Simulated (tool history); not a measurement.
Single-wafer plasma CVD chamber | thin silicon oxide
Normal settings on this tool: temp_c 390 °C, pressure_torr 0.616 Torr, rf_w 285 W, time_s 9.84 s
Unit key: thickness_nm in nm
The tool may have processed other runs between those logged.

run,hour,temp_c,pressure_torr,rf_w,time_s,"read-back reference wafer on the same gauge, thickness_nm",thickness_nm
1,0,385,0.616,250,9.84,17.497,14.028
2,37.7,390,0.616,285,9.84,17.485,15.355
3,77.1,382,0.616,285,9.84,17.504,15.302
4,143.7,382,0.616,285,9.84,17.483,15.172
5,171.4,382,0.616,285,9.84,17.501,15.262
# hour 211.1: capacitance manometer re-zeroed and calibrated
6,211.6,400,0.724,240,10.52,17.515,16.429
7,262.1,390,0.616,265,9.84,17.488,14.472
8,306.2,390,0.616,285,9.84,17.481,14.996
9,348,390,0.743,235,9.08,17.514,14.449
# hour 422.6: showerhead replaced
10,423.1,400,0.616,250,9.84,17.498,13.733
11,448.4,390,0.616,285,9.84,17.509,15.017
12,568.6,385,0.616,250,9.84,17.506,13.751
13,627.5,390,0.616,330,9.84,17.505,16.203
14,695.8,390,0.616,270,9.84,17.502,14.433
15,725.7,390,0.616,285,11.11,17.506,16.847
# hour 850.7: gauge calibrated
16,930,390,0.616,270,9.84,17.51,14.383
17,969.3,390,0.502,265,10.44,17.53,12.836
18,1008.2,390,0.616,300,9.13,17.475,14.101
19,1070.3,375,0.742,285,9.84,17.501,17.203
20,1102.8,390,0.616,285,9.84,17.524,14.707
# hour 1139.5: thermocouple changed; heater temperature recalibrated
21,1140,394,0.501,285,8.02,17.504,10.139
22,1186.7,381,0.71,245,8.66,17.495,13.197
23,1247.9,390,0.692,315,11.6,17.505,19.958
24,1302.8,390,0.616,285,9.84,17.509,14.681
25,1364.6,401,0.746,305,9.84,17.484,17.501
# hour 1423.5: RF generator calibrated
26,1427.1,394,0.501,285,8.02,17.505,10.453
27,1480.1,390,0.616,285,9.84,17.474,15.242

Here are 5 independent what-if runs from the current tool condition. What would each one return?
A,1480.5,390,0.616,285,9.84,?,?
B,1480.5,401,0.616,270,9.84,?,?
C,1480.5,390,0.689,260,9.84,?,?
D,1480.5,390,0.744,285,9.84,?,?
E,1480.5,375,0.616,325,9.84,?,?

run,"read-back reference wafer on the same gauge, thickness_nm",thickness_nm
A,17.512,15.071
B,17.512,14.509
C,17.512,15.625
D,17.512,17.52
E,17.512,16.289
The same runs, with their run-to-run variation unchanged, on a tool lacking any hidden condition would have given:
run,thickness_nm
A,15.259
B,14.699
C,15.838
D,17.739
E,16.48
